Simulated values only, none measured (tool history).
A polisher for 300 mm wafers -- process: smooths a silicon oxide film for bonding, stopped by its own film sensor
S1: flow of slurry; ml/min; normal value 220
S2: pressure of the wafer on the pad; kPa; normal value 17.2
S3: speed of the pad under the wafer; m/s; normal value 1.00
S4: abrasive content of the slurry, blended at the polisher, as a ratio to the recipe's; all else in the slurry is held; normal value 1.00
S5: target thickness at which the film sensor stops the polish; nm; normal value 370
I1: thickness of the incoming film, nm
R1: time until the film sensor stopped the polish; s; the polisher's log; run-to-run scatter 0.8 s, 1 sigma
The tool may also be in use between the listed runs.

run	day	S1	S2	S3	S4	S5	I1	R1
1	0.000	220	17.2	1.00	1.00	370	416.0	56.4
# day 1.450: slurry blender recalibrated
# day 1.708: slurry nozzle cleaned
2	2.396	220	17.2	1.00	1.00	370	414.9	56.5
3	4.417	220	17.2	1.00	1.00	370	418.4	60.9
4	6.175	220	17.2	1.00	1.00	370	425.7	71.2
5	8.971	220	17.2	1.00	1.00	370	426.7	70.0
6	10.483	220	17.2	1.00	1.00	370	413.6	54.1
# day 12.167: worn pad replaced by a new one
7	12.188	220	17.2	1.00	1.00	370	417.2	51.5
8	14.738	220	17.2	1.00	1.00	370	424.6	60.5
9	16.308	220	17.2	1.00	1.00	370	423.1	58.7
# day 16.412: head pressure recalibrated
10	19.008	220	19.3	1.00	1.00	370	424.7	60.2
11	20.746	220	14.5	1.00	1.00	370	423.2	79.4
# day 22.212: slurry blender recalibrated
12	22.233	220	17.2	1.00	1.00	370	415.0	55.6
13	23.838	220	17.2	1.00	1.00	370	415.7	56.6
# day 24.021: slurry nozzle cleaned
14	26.792	220	17.2	1.00	1.00	370	421.7	63.6
15	28.054	250	17.2	1.00	1.00	370	423.9	64.1
16	29.504	220	17.2	1.00	1.00	370	427.9	69.2
# day 30.471: worn pad replaced by a new one
17	32.462	220	17.2	1.00	1.00	370	417.6	52.2
18	34.783	220	17.2	1.00	1.15	370	423.8	56.4
19	36.150	220	17.2	1.00	1.00	370	425.3	61.3
# day 37.683: head pressure recalibrated
20	38.329	220	17.2	1.22	1.00	370	416.1	50.0
21	40.250	220	17.2	1.00	1.00	370	422.4	66.2
# day 41.167: slurry blender recalibrated
22	41.812	220	17.2	1.00	1.00	370	418.7	60.7
23	43.708	220	17.2	0.68	1.00	370	417.7	76.1
# day 44.512: worn pad replaced by a new one
# day 44.625: slurry nozzle cleaned
24	44.754	220	17.2	1.00	0.80	370	416.3	57.0
25	45.858	220	17.2	1.00	1.00	370	422.9	62.0
26	47.683	220	17.2	1.00	1.15	380	421.0	44.7
27	49.179	220	20.0	1.00	1.25	370	418.0	43.7
28	51.796	220	17.2	1.00	1.15	384	423.8	43.1
29	54.004	220	20.7	1.00	1.00	370	420.0	48.7
30	57.383	240	17.2	1.00	1.00	370	419.7	55.8

Branching from run 30: 4 alternative next runs. What would each branch give?
A	57.400	220	17.2	1.00	1.00	370	421.2	?
B	57.400	220	17.2	1.00	1.00	356	421.2	?
C	57.400	220	22.8	1.00	1.00	370	421.2	?
D	57.400	220	20.0	1.00	1.20	380	421.2	?

run	R1
A	58.2
B	74.1
C	44.1
D	37.4
What these runs would have given with no unlogged condition in the tool:
run	R1
A	57.6
B	73.4
C	43.6
D	37.1
